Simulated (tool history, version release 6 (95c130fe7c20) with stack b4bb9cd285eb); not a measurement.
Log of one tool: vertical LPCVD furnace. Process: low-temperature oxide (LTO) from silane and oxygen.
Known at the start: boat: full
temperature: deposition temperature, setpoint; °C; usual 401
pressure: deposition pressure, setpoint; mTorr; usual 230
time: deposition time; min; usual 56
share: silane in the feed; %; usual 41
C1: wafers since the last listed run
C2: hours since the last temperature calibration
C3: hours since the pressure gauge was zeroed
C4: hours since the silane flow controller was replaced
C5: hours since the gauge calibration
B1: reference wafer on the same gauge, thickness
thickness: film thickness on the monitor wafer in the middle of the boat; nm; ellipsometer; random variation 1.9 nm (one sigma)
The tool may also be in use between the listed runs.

{"run": 1, "hour": 0.0, "temperature": 401, "pressure": 230, "time": 56, "share": 41, "C1": 0, "C2": 1985.5, "C3": 2693.6, "C4": 4062.7, "C5": 1237.8, "B1": 459.9, "thickness": 533.64}
{"hour": 41.5, "done": "gauge calibrated"}
{"run": 2, "hour": 107.9, "temperature": 401, "pressure": 230, "time": 56, "share": 41, "C1": 1682, "C2": 2093.4, "C3": 2801.5, "C4": 4170.6, "C5": 66.4, "B1": 460.26, "thickness": 532.55}
{"run": 3, "hour": 195.8, "temperature": 401, "pressure": 230, "time": 56, "share": 41, "C1": 1370, "C2": 2181.3, "C3": 2889.4, "C4": 4258.5, "C5": 154.3, "B1": 460.13, "thickness": 530.29}
{"run": 4, "hour": 266.2, "temperature": 401, "pressure": 230, "time": 56, "share": 41, "C1": 1097, "C2": 2251.7, "C3": 2959.8, "C4": 4328.9, "C5": 224.7, "B1": 459.95, "thickness": 534.63}
{"run": 5, "hour": 318.9, "temperature": 401, "pressure": 230, "time": 56, "share": 41, "C1": 821, "C2": 2304.4, "C3": 3012.5, "C4": 4381.6, "C5": 277.4, "B1": 460.08, "thickness": 533.67}
{"run": 6, "hour": 409.5, "temperature": 401, "pressure": 230, "time": 56, "share": 41, "C1": 1412, "C2": 2395, "C3": 3103.1, "C4": 4472.2, "C5": 368, "B1": 460.07, "thickness": 530.75}
{"run": 7, "hour": 474.3, "temperature": 395, "pressure": 230, "time": 56, "share": 41, "C1": 1010, "C2": 2459.8, "C3": 3167.9, "C4": 4537, "C5": 432.8, "B1": 460.06, "thickness": 494.75}
{"run": 8, "hour": 515.4, "temperature": 401, "pressure": 190, "time": 56, "share": 41, "C1": 640, "C2": 2500.9, "C3": 3209, "C4": 4578.1, "C5": 473.9, "B1": 460.19, "thickness": 439.11}
{"run": 9, "hour": 588.0, "temperature": 401, "pressure": 230, "time": 66.5, "share": 41, "C1": 1131, "C2": 2573.5, "C3": 3281.6, "C4": 4650.7, "C5": 546.5, "B1": 460.28, "thickness": 626.61}
{"run": 10, "hour": 690.9, "temperature": 401, "pressure": 230, "time": 66.5, "share": 41, "C1": 1604, "C2": 2676.4, "C3": 3384.5, "C4": 4753.6, "C5": 649.4, "B1": 459.85, "thickness": 625.5}
{"hour": 716.2, "done": "silane flow controller replaced"}
{"run": 11, "hour": 759.5, "temperature": 401, "pressure": 230, "time": 56, "share": 41, "C1": 695, "C2": 2745, "C3": 3453.1, "C4": 43.3, "C5": 718, "B1": 459.93, "thickness": 553.08}
{"run": 12, "hour": 800.5, "temperature": 401, "pressure": 230, "time": 56, "share": 41, "C1": 639, "C2": 2786, "C3": 3494.1, "C4": 84.3, "C5": 759, "B1": 460.03, "thickness": 554.03}
{"run": 13, "hour": 871.4, "temperature": 401, "pressure": 230, "time": 56, "share": 41, "C1": 1105, "C2": 2856.9, "C3": 3565, "C4": 155.2, "C5": 829.9, "B1": 460.01, "thickness": 554.06}
{"run": 14, "hour": 962.6, "temperature": 401, "pressure": 230, "time": 56, "share": 41, "C1": 1421, "C2": 2948.1, "C3": 3656.2, "C4": 246.4, "C5": 921.1, "B1": 459.76, "thickness": 551.38}
{"run": 15, "hour": 1022.1, "temperature": 394, "pressure": 275, "time": 56, "share": 35, "C1": 927, "C2": 3007.6, "C3": 3715.7, "C4": 305.9, "C5": 980.6, "B1": 459.89, "thickness": 501.76}
{"hour": 1049.6, "done": "thermocouples replaced and temperature profile calibrated"}
{"run": 16, "hour": 1073.3, "temperature": 401, "pressure": 230, "time": 56, "share": 41, "C1": 424, "C2": 23.7, "C3": 3766.9, "C4": 357.1, "C5": 1031.8, "B1": 459.58, "thickness": 556.33}
{"hour": 1120.5, "done": "gauge calibrated"}
{"run": 17, "hour": 1168.6, "temperature": 401, "pressure": 230, "time": 56, "share": 41, "C1": 1485, "C2": 119, "C3": 3862.2, "C4": 452.4, "C5": 48.1, "B1": 460.29, "thickness": 552.02}
{"run": 18, "hour": 1235.2, "temperature": 396, "pressure": 205, "time": 44, "share": 41, "C1": 1038, "C2": 185.6, "C3": 3928.8, "C4": 519, "C5": 114.7, "B1": 459.91, "thickness": 367.36}
{"run": 19, "hour": 1273.5, "temperature": 401, "pressure": 230, "time": 56, "share": 41, "C1": 597, "C2": 223.9, "C3": 3967.1, "C4": 557.3, "C5": 153, "B1": 459.99, "thickness": 554.62}
{"run": 20, "hour": 1515.2, "temperature": 392, "pressure": 230, "time": 56, "share": 45, "C1": 3768, "C2": 465.6, "C3": 4208.8, "C4": 799, "C5": 394.7, "B1": 460.3, "thickness": 554.58}
{"run": 21, "hour": 1587.7, "temperature": 412, "pressure": 205, "time": 39.5, "share": 49, "C1": 1130, "C2": 538.1, "C3": 4281.3, "C4": 871.5, "C5": 467.2, "B1": 459.77, "thickness": 464.52}
{"hour": 1629.3, "done": "pressure gauge zeroed"}
{"run": 22, "hour": 1629.8, "temperature": 396, "pressure": 230, "time": 63.5, "share": 41, "C1": 282, "C2": 580.2, "C3": 0.5, "C4": 913.6, "C5": 509.3, "B1": 459.96, "thickness": 596.49}
{"run": 23, "hour": 1680.5, "temperature": 390, "pressure": 230, "time": 62.5, "share": 41, "C1": 790, "C2": 630.9, "C3": 51.2, "C4": 964.3, "C5": 560, "B1": 459.89, "thickness": 544.34}
{"run": 24, "hour": 1779.7, "temperature": 401, "pressure": 230, "time": 69.5, "share": 41, "C1": 1546, "C2": 730.1, "C3": 150.4, "C4": 1063.5, "C5": 659.2, "B1": 460.07, "thickness": 683.21}
{"run": 25, "hour": 1827.8, "temperature": 401, "pressure": 230, "time": 56, "share": 44, "C1": 749, "C2": 778.2, "C3": 198.5, "C4": 1111.6, "C5": 707.3, "B1": 460.02, "thickness": 598.76}
{"run": 26, "hour": 1927.4, "temperature": 401, "pressure": 250, "time": 41.5, "share": 41, "C1": 1552, "C2": 877.8, "C3": 298.1, "C4": 1211.2, "C5": 806.9, "B1": 459.66, "thickness": 445.06}
{"run": 27, "hour": 1972.5, "temperature": 401, "pressure": 230, "time": 56, "share": 41, "C1": 703, "C2": 922.9, "C3": 343.2, "C4": 1256.3, "C5": 852, "B1": 460.08, "thickness": 553.51}
{"run": 28, "hour": 2068.9, "temperature": 401, "pressure": 210, "time": 56, "share": 35, "C1": 1503, "C2": 1019.3, "C3": 439.6, "C4": 1352.7, "C5": 948.4, "B1": 459.95, "thickness": 412.26}
{"run": 29, "hour": 2160.7, "temperature": 394, "pressure": 195, "time": 43.5, "share": 46, "C1": 1431, "C2": 1111.1, "C3": 531.4, "C4": 1444.5, "C5": 1040.2, "B1": 459.92, "thickness": 380.29}

3 ways to go on from here, each from the tool as it stands after run 29. What would each give?
{"run": "A", "hour": 2166.0, "temperature": 401, "pressure": 230, "time": 56, "share": 41, "C1": 82, "C2": 1116.4, "C3": 536.7, "C4": 1449.8, "C5": 1045.5, "B1": "?", "thickness": "?"}
{"run": "B", "hour": 2166.0, "temperature": 401, "pressure": 230, "time": 67, "share": 46, "C1": 82, "C2": 1116.4, "C3": 536.7, "C4": 1449.8, "C5": 1045.5, "B1": "?", "thickness": "?"}
{"run": "C", "hour": 2166.0, "temperature": 401, "pressure": 250, "time": 56, "share": 41, "C1": 82, "C2": 1116.4, "C3": 536.7, "C4": 1449.8, "C5": 1045.5, "B1": "?", "thickness": "?"}

run=A B1=460.15 thickness=550.45
run=B B1=460.15 thickness=746.35
run=C B1=460.15 thickness=598.31
Without the tool's hidden state the same runs would have given:
run=A thickness=554.71
run=B thickness=750.85
run=C thickness=602.95

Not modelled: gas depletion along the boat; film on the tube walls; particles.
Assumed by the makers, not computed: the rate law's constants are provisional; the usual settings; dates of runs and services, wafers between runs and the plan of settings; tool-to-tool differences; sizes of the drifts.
